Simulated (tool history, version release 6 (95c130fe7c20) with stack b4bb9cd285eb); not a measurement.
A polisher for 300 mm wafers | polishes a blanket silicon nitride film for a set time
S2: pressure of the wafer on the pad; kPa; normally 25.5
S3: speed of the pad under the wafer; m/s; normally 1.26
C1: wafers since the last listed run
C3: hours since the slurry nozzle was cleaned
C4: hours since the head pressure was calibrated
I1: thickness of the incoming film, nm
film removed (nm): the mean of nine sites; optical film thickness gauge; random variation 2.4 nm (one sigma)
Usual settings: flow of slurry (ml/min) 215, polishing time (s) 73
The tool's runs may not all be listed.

Run 1, day 0: usual settings; C1 0; wafers polished on this pad 1304; C3 101.1; C4 556.9; I1 464.2. Result: film removed (nm) 182.6.
At day 0.892: head pressure recalibrated.
Run 2, day 2.825: usual settings; C1 692; wafers polished on this pad 1996; C3 168.9; C4 46.4; I1 461.6. Result: film removed (nm) 176.1.
At day 6.938: worn pad replaced by a new one.
Run 3, day 7.029: usual settings; C1 1019; wafers polished on this pad 23; C3 269.8; C4 147.3; I1 461.8. Result: film removed (nm) 191.1.
Run 4, day 11.221: usual settings; C1 1058; wafers polished on this pad 1081; C3 370.4; C4 247.9; I1 457.4. Result: film removed (nm) 184.5.
Run 5, day 13.479: usual settings; C1 570; wafers polished on this pad 1651; C3 424.6; C4 302.1; I1 466.2. Result: film removed (nm) 184.
At day 20.112: slurry nozzle cleaned.
At day 21.042: worn pad replaced by a new one.
Run 6, day 21.296: usual settings but flow of slurry (ml/min) 235, S2 23.4 kPa; C1 1920; wafers polished on this pad 63; C3 28.4; C4 489.7; I1 452.2. Result: film removed (nm) 177.7.
Run 7, day 23.054: usual settings but S3 1.44 m/s; C1 443; wafers polished on this pad 507; C3 70.6; C4 531.9; I1 458.5. Result: film removed (nm) 204.9.
At day 26.058: head pressure recalibrated.
Run 8, day 26.462: usual settings but S3 1.44 m/s; C1 839; wafers polished on this pad 1347; C3 152.4; C4 9.7; I1 461.9. Result: film removed (nm) 192.7.
At day 34.825: worn pad replaced by a new one.
Run 9, day 38.558: usual settings; C1 3011; wafers polished on this pad 942; C3 442.7; C4 300; I1 462.7. Result: film removed (nm) 189.7.
Run 10, day 42.658: usual settings but S2 17.2 kPa, S3 1.48 m/s, polishing time (s) 54; C1 1035; wafers polished on this pad 1977; C3 541.1; C4 398.4; I1 459.9. Result: film removed (nm) 109.6.
At day 44.354: slurry nozzle cleaned.
At day 46.517: worn pad replaced by a new one.
Run 11, day 46.662: usual settings but flow of slurry (ml/min) 285, S2 19.3 kPa, S3 0.94 m/s, polishing time (s) 83; C1 958; wafers polished on this pad 36; C3 55.4; C4 494.5; I1 453.1. Result: film removed (nm) 154.
Run 12, day 50.071: usual settings but polishing time (s) 80; C1 860; wafers polished on this pad 896; C3 137.2; C4 576.3; I1 463.4. Result: film removed (nm) 209.
At day 50.588: head pressure recalibrated.
Run 13, day 51.962: usual settings but flow of slurry (ml/min) 265, S3 1.62 m/s, polishing time (s) 64; C1 456; wafers polished on this pad 1353; C3 182.6; C4 33; I1 459.4. Result: film removed (nm) 193.7.
Run 14, day 55.396: usual settings but flow of slurry (ml/min) 275, S2 30.3 kPa; C1 866; wafers polished on this pad 2220; C3 265; C4 115.4; I1 457.8. Result: film removed (nm) 207.3.
At day 58.758: worn pad replaced by a new one.
Run 15, day 58.779: usual settings but flow of slurry (ml/min) 145, S3 1 m/s; C1 812; wafers polished on this pad 5; C3 346.2; C4 196.6; I1 462. Result: film removed (nm) 160.8.
Run 16, day 60.671: usual settings; C1 477; wafers polished on this pad 482; C3 391.6; C4 242; I1 464.9. Result: film removed (nm) 189.3.
Run 17, day 64.704: usual settings but flow of slurry (ml/min) 245, S3 1.12 m/s; C1 1018; wafers polished on this pad 1500; C3 488.4; C4 338.8; I1 459.8. Result: film removed (nm) 171.

Below, each run's measurement less what the same run would have read without the hidden state. Both values contain the same run-to-run variation, but the gauge's scatter may not be the same in both:
Hidden state at play: removal rate lost through wear of the pad, %; slurry flow missing at the pad, %; deviation of the head's pressure from its setpoint, %.
run  film removed (nm)
  1              -11.9
  2              -16.9
  3               -3.2
  4              -10.7
  5              -15.1
  6               -4.8
  7               -9.1
  8              -15.5
  9               -7.7
 10               -9.1
 11               -1.5
 12                 -9
 13              -12.2
 14              -20.7
 15               -1.3
 16               -4.9
 17              -11.5
